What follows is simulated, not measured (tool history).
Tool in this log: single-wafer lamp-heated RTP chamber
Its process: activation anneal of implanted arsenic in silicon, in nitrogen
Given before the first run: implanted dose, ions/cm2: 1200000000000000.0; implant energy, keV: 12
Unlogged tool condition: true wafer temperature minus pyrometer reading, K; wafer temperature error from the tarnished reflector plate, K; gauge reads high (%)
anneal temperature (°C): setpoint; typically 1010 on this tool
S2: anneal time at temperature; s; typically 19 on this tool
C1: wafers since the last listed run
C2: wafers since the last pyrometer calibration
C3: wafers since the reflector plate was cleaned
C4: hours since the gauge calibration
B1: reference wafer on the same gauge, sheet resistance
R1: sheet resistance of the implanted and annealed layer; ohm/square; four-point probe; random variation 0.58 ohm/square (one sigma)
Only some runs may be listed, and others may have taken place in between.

run 1 hour=0 | anneal_temperature_(°C)=1010 S2=19 | C1=0 C2=5315 C3=874 C4=906.8 | B1=117.1 | R1=136.18
-- hour=24.3 pyrometer window cleaned and pyrometer calibrated
run 2 hour=42.5 | anneal_temperature_(°C)=1010 S2=19 | C1=431 C2=228 C3=1306 C4=949.3 | B1=116.97 | R1=136.6
run 3 hour=98 | anneal_temperature_(°C)=1010 S2=19 | C1=694 C2=923 C3=2001 C4=1004.8 | B1=117.02 | R1=136.86
run 4 hour=148.6 | anneal_temperature_(°C)=1010 S2=22 | C1=633 C2=1556 C3=2635 C4=1055.4 | B1=117.01 | R1=132.96
-- hour=183 gauge calibrated
run 5 hour=212 | anneal_temperature_(°C)=1010 S2=19 | C1=793 C2=2350 C3=3428 C4=29 | B1=117.01 | R1=136.23
run 6 hour=276.8 | anneal_temperature_(°C)=1010 S2=19 | C1=811 C2=3161 C3=4240 C4=93.8 | B1=116.95 | R1=136.34
-- hour=300.4 reflector plate cleaned
run 7 hour=338.3 | anneal_temperature_(°C)=1010 S2=19 | C1=669 C2=3831 C3=474 C4=155.3 | B1=117.04 | R1=138.28
run 8 hour=372.1 | anneal_temperature_(°C)=1010 S2=19 | C1=423 C2=4254 C3=897 C4=189.1 | B1=117.09 | R1=136.87
-- hour=427.8 pyrometer window cleaned and pyrometer calibrated
run 9 hour=431.9 | anneal_temperature_(°C)=1010 S2=21 | C1=648 C2=51 C3=1546 C4=248.9 | B1=117.08 | R1=134.98
run 10 hour=484 | anneal_temperature_(°C)=1010 S2=14 | C1=652 C2=703 C3=2198 C4=301 | B1=117.08 | R1=144.23
run 11 hour=521.6 | anneal_temperature_(°C)=1017 S2=19 | C1=470 C2=1174 C3=2669 C4=338.6 | B1=116.99 | R1=132.36
run 12 hour=577.4 | anneal_temperature_(°C)=1010 S2=19 | C1=698 C2=1873 C3=3367 C4=394.4 | B1=117 | R1=136.6
run 13 hour=608.8 | anneal_temperature_(°C)=1010 S2=19 | C1=393 C2=2266 C3=3760 C4=425.8 | B1=116.93 | R1=136.88
-- hour=632.5 reflector plate cleaned
run 14 hour=666.2 | anneal_temperature_(°C)=1010 S2=15 | C1=618 C2=2884 C3=421 C4=483.2 | B1=116.85 | R1=142.17
run 15 hour=705.8 | anneal_temperature_(°C)=1010 S2=15 | C1=495 C2=3380 C3=917 C4=522.8 | B1=117.01 | R1=143.36
run 16 hour=737.9 | anneal_temperature_(°C)=1010 S2=15 | C1=401 C2=3782 C3=1319 C4=554.9 | B1=117.06 | R1=144.15
run 17 hour=790.6 | anneal_temperature_(°C)=1010 S2=19 | C1=659 C2=4442 C3=1978 C4=607.6 | B1=117.08 | R1=135.84
run 18 hour=829.2 | anneal_temperature_(°C)=1031 S2=15 | C1=483 C2=4925 C3=2462 C4=646.2 | B1=116.92 | R1=128.71
run 19 hour=882 | anneal_temperature_(°C)=1010 S2=19 | C1=661 C2=5586 C3=3123 C4=699 | B1=116.97 | R1=137.55
-- hour=892.3 pyrometer window cleaned and pyrometer calibrated
run 20 hour=936.3 | anneal_temperature_(°C)=1010 S2=16 | C1=579 C2=551 C3=3702 C4=753.3 | B1=117.05 | R1=140.89
-- hour=968 reflector plate cleaned
run 21 hour=973.9 | anneal_temperature_(°C)=1010 S2=19 | C1=370 C2=921 C3=74 C4=790.9 | B1=116.98 | R1=136.54
run 22 hour=1025.5 | anneal_temperature_(°C)=1010 S2=19 | C1=646 C2=1567 C3=720 C4=842.5 | B1=116.96 | R1=136.36
run 23 hour=1051.4 | anneal_temperature_(°C)=995 S2=25 | C1=324 C2=1892 C3=1044 C4=868.4 | B1=117.06 | R1=140.6
run 24 hour=1094 | anneal_temperature_(°C)=990 S2=19 | C1=533 C2=2425 C3=1577 C4=911 | B1=117.02 | R1=151.38
run 25 hour=1141.7 | anneal_temperature_(°C)=1039 S2=14 | C1=597 C2=3022 C3=2174 C4=958.7 | B1=117.01 | R1=125.99
run 26 hour=1182.8 | anneal_temperature_(°C)=987 S2=26 | C1=514 C2=3537 C3=2689 C4=999.8 | B1=117.02 | R1=146.48
run 27 hour=1236.3 | anneal_temperature_(°C)=1010 S2=13 | C1=669 C2=4206 C3=3359 C4=1053.3 | B1=116.94 | R1=145.76
run 28 hour=1288 | anneal_temperature_(°C)=1032 S2=29 | C1=647 C2=4854 C3=4006 C4=1105 | B1=117.02 | R1=114.84
-- hour=1293.8 gauge calibrated
run 29 hour=1323.3 | anneal_temperature_(°C)=1035 S2=19 | C1=441 C2=5296 C3=4448 C4=29.5 | B1=117.06 | R1=121.51
-- hour=1333.1 reflector plate cleaned
-- hour=1355.8 pyrometer window cleaned and pyrometer calibrated
run 30 hour=1391.6 | anneal_temperature_(°C)=1034 S2=23 | C1=654 C2=448 C3=632 C4=97.8 | B1=116.96 | R1=117.77
run 31 hour=1434.4 | anneal_temperature_(°C)=981 S2=8 | C1=535 C2=983 C3=1168 C4=140.6 | B1=117.06 | R1=176.57
run 32 hour=1569.5 | anneal_temperature_(°C)=1010 S2=19 | C1=1691 C2=2675 C3=2859 C4=275.7 | B1=116.97 | R1=137.2
run 33 hour=1623.7 | anneal_temperature_(°C)=1017 S2=19 | C1=678 C2=3353 C3=3538 C4=329.9 | B1=116.91 | R1=132.63
-- hour=1693.5 reflector plate cleaned
run 34 hour=1694 | anneal_temperature_(°C)=995 S2=25 | C1=779 C2=4133 C3=6 C4=400.2 | B1=117.02 | R1=140.34
run 35 hour=1717.3 | anneal_temperature_(°C)=1040 S2=11 | C1=291 C2=4425 C3=298 C4=423.5 | B1=117.05 | R1=131.27

How the hidden state differs across the entries between the runs, from the last listed run before each to the first after it:
Run 1 -> run 2: pyrometer window cleaned and pyrometer calibrated (hour 24.3)
  no hidden state differs between the two runs
Run 4 -> run 5: gauge calibrated (hour 183)
  no hidden state differs between the two runs
Run 6 -> run 7: reflector plate cleaned (hour 300.4)
  no hidden state differs between the two runs
Run 8 -> run 9: pyrometer window cleaned and pyrometer calibrated (hour 427.8)
  no hidden state differs between the two runs
Run 13 -> run 14: reflector plate cleaned (hour 632.5)
  no hidden state differs between the two runs
Run 19 -> run 20: pyrometer window cleaned and pyrometer calibrated (hour 892.3)
  no hidden state differs between the two runs
Run 20 -> run 21: reflector plate cleaned (hour 968)
  no hidden state differs between the two runs
Run 28 -> run 29: gauge calibrated (hour 1293.8)
  no hidden state differs between the two runs
Run 29 -> run 30: reflector plate cleaned (hour 1333.1); pyrometer window cleaned and pyrometer calibrated (hour 1355.8)
  no hidden state differs between the two runs
Run 33 -> run 34: reflector plate cleaned (hour 1693.5)
  no hidden state differs between the two runs
